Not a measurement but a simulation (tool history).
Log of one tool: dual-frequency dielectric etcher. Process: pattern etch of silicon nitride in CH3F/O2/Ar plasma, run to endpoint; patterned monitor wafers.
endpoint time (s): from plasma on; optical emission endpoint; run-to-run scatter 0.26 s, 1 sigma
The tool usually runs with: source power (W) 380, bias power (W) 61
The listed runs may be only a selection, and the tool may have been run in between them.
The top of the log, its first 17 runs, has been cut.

run	hour	source power (W)	bias power (W)	wafers since the last listed run	hours since the last wet clean	hours since the last source power generator calibration	hours since the last bias power generator calibration	hours since the last upper electrode change	incoming incoming film thickness, nm	endpoint time (s)
18	1339.3	410	67	804	524.6	836.5	407.6	1044.9	39.49	59.5
19	1402.1	350	54	958	587.4	899.3	470.4	1107.7	39.97	68.0
20	1475.1	320	61	1113	660.4	972.3	543.4	1180.7	39.94	67.0
21	1516.0	430	67	624	701.3	1013.2	584.3	1221.6	40.08	59.0
# hour 1559.4: wet clean of the chamber
22	1605.3	430	69	996	45.9	1102.5	673.6	1310.9	40.29	58.5
23	1692.6	450	61	1332	133.2	1189.8	760.9	1398.2	39.90	60.0
24	1734.1	470	76	633	174.7	1231.3	802.4	1439.7	39.93	54.5
25	1805.3	410	70	1086	245.9	1302.5	873.6	1510.9	39.92	58.4
26	1868.7	380	61	967	309.3	1365.9	937.0	1574.3	39.56	62.3
27	1933.9	380	66	994	374.5	1431.1	1002.2	1639.5	40.19	61.5
28	2039.9	400	67	1617	480.5	1537.1	1108.2	1745.5	39.94	59.7
29	2132.4	380	61	1411	573.0	1629.6	1200.7	1838.0	40.16	64.0
# hour 2233.1: upper electrode replaced
# hour 2251.1: wet clean of the chamber
30	2251.6	380	61	1177	0.5	1748.8	1319.9	18.5	40.13	63.6
31	2301.8	380	61	765	50.7	1799.0	1370.1	68.7	39.82	63.1
32	2401.0	330	55	1513	149.9	1898.2	1469.3	167.9	39.73	68.6
33	2490.0	280	50	1357	238.9	1987.2	1558.3	256.9	39.36	74.5
34	2591.6	380	61	1550	340.5	2088.8	1659.9	358.5	39.81	63.7
35	2652.6	380	46	930	401.5	2149.8	1720.9	419.5	39.53	69.6

4 options for the next run, each taken on its own from the tool as it stands now. Forecast them:
A	2653.0	380	61	6	401.9	2150.2	1721.3	419.9	39.59	?
B	2653.0	410	73	6	401.9	2150.2	1721.3	419.9	39.59	?
C	2653.0	340	50	6	401.9	2150.2	1721.3	419.9	39.59	?
D	2653.0	330	61	6	401.9	2150.2	1721.3	419.9	39.59	?

run	endpoint time (s)
A	63.0
B	57.4
C	70.2
D	65.9
With the hidden condition removed and each run's random variation left untouched, the same runs would have given:
run	endpoint time (s)
A	63.0
B	57.4
C	70.2
D	65.9
